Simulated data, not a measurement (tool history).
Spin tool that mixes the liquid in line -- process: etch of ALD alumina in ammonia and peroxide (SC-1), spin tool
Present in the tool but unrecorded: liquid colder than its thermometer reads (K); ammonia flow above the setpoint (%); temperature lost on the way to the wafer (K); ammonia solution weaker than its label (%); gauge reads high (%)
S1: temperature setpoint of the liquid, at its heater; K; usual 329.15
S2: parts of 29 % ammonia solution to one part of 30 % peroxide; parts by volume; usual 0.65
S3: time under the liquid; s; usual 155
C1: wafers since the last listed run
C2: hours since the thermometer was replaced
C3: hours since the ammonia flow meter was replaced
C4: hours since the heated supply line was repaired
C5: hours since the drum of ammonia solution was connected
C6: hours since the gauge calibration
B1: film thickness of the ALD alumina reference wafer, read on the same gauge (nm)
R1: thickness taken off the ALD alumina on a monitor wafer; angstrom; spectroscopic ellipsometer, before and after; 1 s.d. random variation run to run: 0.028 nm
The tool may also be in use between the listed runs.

{"run": 1, "hour": 0.0, "S1": 329.15, "S2": 0.4, "S3": 155, "C1": 0, "C2": 1651.5, "C3": 971.0, "C4": 2474.3, "C5": 76.7, "C6": 310.5, "B1": 140.01, "R1": 63.0}
{"run": 2, "hour": 42.0, "S1": 329.15, "S2": 0.4, "S3": 155, "C1": 282, "C2": 1693.5, "C3": 1013.0, "C4": 2516.3, "C5": 118.7, "C6": 352.5, "B1": 140.0, "R1": 62.7}
{"run": 3, "hour": 89.7, "S1": 323.65, "S2": 0.65, "S3": 155, "C1": 320, "C2": 1741.2, "C3": 1060.7, "C4": 2564.0, "C5": 166.4, "C6": 400.2, "B1": 140.03, "R1": 48.5}
{"run": 4, "hour": 123.6, "S1": 323.65, "S2": 0.65, "S3": 155, "C1": 227, "C2": 1775.1, "C3": 1094.6, "C4": 2597.9, "C5": 200.3, "C6": 434.1, "B1": 139.97, "R1": 48.6}
{"hour": 164.8, "done": "new drum of ammonia solution connected"}
{"run": 5, "hour": 177.8, "S1": 329.15, "S2": 0.65, "S3": 155, "C1": 357, "C2": 1829.3, "C3": 1148.8, "C4": 2652.1, "C5": 13.0, "C6": 488.3, "B1": 139.98, "R1": 65.3}
{"hour": 211.6, "done": "gauge calibrated"}
{"run": 6, "hour": 220.8, "S1": 329.15, "S2": 0.65, "S3": 155, "C1": 288, "C2": 1872.3, "C3": 1191.8, "C4": 2695.1, "C5": 56.0, "C6": 9.2, "B1": 139.95, "R1": 65.8}
{"run": 7, "hour": 263.7, "S1": 329.15, "S2": 0.65, "S3": 155, "C1": 288, "C2": 1915.2, "C3": 1234.7, "C4": 2738.0, "C5": 98.9, "C6": 52.1, "B1": 139.96, "R1": 65.4}
{"run": 8, "hour": 317.4, "S1": 329.15, "S2": 0.65, "S3": 155, "C1": 360, "C2": 1968.9, "C3": 1288.4, "C4": 2791.7, "C5": 152.6, "C6": 105.8, "B1": 139.95, "R1": 65.2}
{"run": 9, "hour": 382.3, "S1": 329.15, "S2": 0.65, "S3": 155, "C1": 435, "C2": 2033.8, "C3": 1353.3, "C4": 2856.6, "C5": 217.5, "C6": 170.7, "B1": 140.0, "R1": 65.5}
{"hour": 392.0, "done": "new drum of ammonia solution connected"}
{"run": 10, "hour": 449.8, "S1": 329.15, "S2": 0.65, "S3": 155, "C1": 446, "C2": 2101.3, "C3": 1420.8, "C4": 2924.1, "C5": 57.8, "C6": 238.2, "B1": 140.0, "R1": 65.0}
{"run": 11, "hour": 506.4, "S1": 329.15, "S2": 0.65, "S3": 155, "C1": 380, "C2": 2157.9, "C3": 1477.4, "C4": 2980.7, "C5": 114.4, "C6": 294.8, "B1": 139.93, "R1": 64.8}
{"hour": 540.5, "done": "ammonia flow meter replaced"}
{"run": 12, "hour": 565.1, "S1": 329.15, "S2": 0.35, "S3": 155, "C1": 387, "C2": 2216.6, "C3": 24.6, "C4": 3039.4, "C5": 173.1, "C6": 353.5, "B1": 140.0, "R1": 61.6}
{"hour": 598.8, "done": "new drum of ammonia solution connected"}
{"run": 13, "hour": 633.9, "S1": 329.15, "S2": 0.85, "S3": 205, "C1": 455, "C2": 2285.4, "C3": 93.4, "C4": 3108.2, "C5": 35.1, "C6": 422.3, "B1": 140.02, "R1": 87.7}
{"hour": 657.9, "done": "heated supply line repaired"}
{"run": 14, "hour": 699.2, "S1": 329.15, "S2": 0.4, "S3": 190, "C1": 431, "C2": 2350.7, "C3": 158.7, "C4": 41.3, "C5": 100.4, "C6": 487.6, "B1": 140.01, "R1": 79.2}
{"hour": 734.0, "done": "thermometer replaced"}
{"run": 15, "hour": 739.7, "S1": 334.15, "S2": 0.65, "S3": 155, "C1": 265, "C2": 5.7, "C3": 199.2, "C4": 81.8, "C5": 140.9, "C6": 528.1, "B1": 139.96, "R1": 90.8}
{"run": 16, "hour": 783.1, "S1": 320.15, "S2": 0.35, "S3": 210, "C1": 291, "C2": 49.1, "C3": 242.6, "C4": 125.2, "C5": 184.3, "C6": 571.5, "B1": 139.99, "R1": 54.7}
{"hour": 791.9, "done": "new drum of ammonia solution connected"}
{"hour": 840.9, "done": "gauge calibrated"}
{"run": 17, "hour": 843.0, "S1": 329.15, "S2": 0.65, "S3": 155, "C1": 395, "C2": 109.0, "C3": 302.5, "C4": 185.1, "C5": 51.1, "C6": 2.1, "B1": 140.05, "R1": 70.0}
{"run": 18, "hour": 875.3, "S1": 329.15, "S2": 0.65, "S3": 155, "C1": 216, "C2": 141.3, "C3": 334.8, "C4": 217.4, "C5": 83.4, "C6": 34.4, "B1": 140.0, "R1": 70.0}
{"run": 19, "hour": 969.4, "S1": 329.15, "S2": 0.65, "S3": 155, "C1": 631, "C2": 235.4, "C3": 428.9, "C4": 311.5, "C5": 177.5, "C6": 128.5, "B1": 139.97, "R1": 69.5}
{"hour": 988.4, "done": "new drum of ammonia solution connected"}
{"run": 20, "hour": 1001.4, "S1": 329.15, "S2": 0.65, "S3": 155, "C1": 208, "C2": 267.4, "C3": 460.9, "C4": 343.5, "C5": 13.0, "C6": 160.5, "B1": 139.97, "R1": 69.6}
{"run": 21, "hour": 1045.6, "S1": 329.15, "S2": 0.65, "S3": 200, "C1": 296, "C2": 311.6, "C3": 505.1, "C4": 387.7, "C5": 57.2, "C6": 204.7, "B1": 139.98, "R1": 89.6}
{"run": 22, "hour": 1108.3, "S1": 329.15, "S2": 0.85, "S3": 185, "C1": 421, "C2": 374.3, "C3": 567.8, "C4": 450.4, "C5": 119.9, "C6": 267.4, "B1": 139.96, "R1": 85.4}

Forecast each of these 3 alternatives for the next run:
{"run": "A", "hour": 1108.8, "S1": 329.15, "S2": 0.65, "S3": 250, "C1": 3, "C2": 374.8, "C3": 568.3, "C4": 450.9, "C5": 120.4, "C6": 267.9, "B1": "?", "R1": "?"}
{"run": "B", "hour": 1108.8, "S1": 320.65, "S2": 0.9, "S3": 75, "C1": 3, "C2": 374.8, "C3": 568.3, "C4": 450.9, "C5": 120.4, "C6": 267.9, "B1": "?", "R1": "?"}
{"run": "C", "hour": 1108.8, "S1": 321.15, "S2": 0.9, "S3": 155, "C1": 3, "C2": 374.8, "C3": 568.3, "C4": 450.9, "C5": 120.4, "C6": 267.9, "B1": "?", "R1": "?"}

run=A B1=139.93 R1=112.7
run=B B1=139.93 R1=21.9
run=C B1=139.93 R1=46.6
Without the tool's unlogged condition, the same runs would have read:
run=A R1=114.9
run=B R1=22.4
run=C R1=47.6
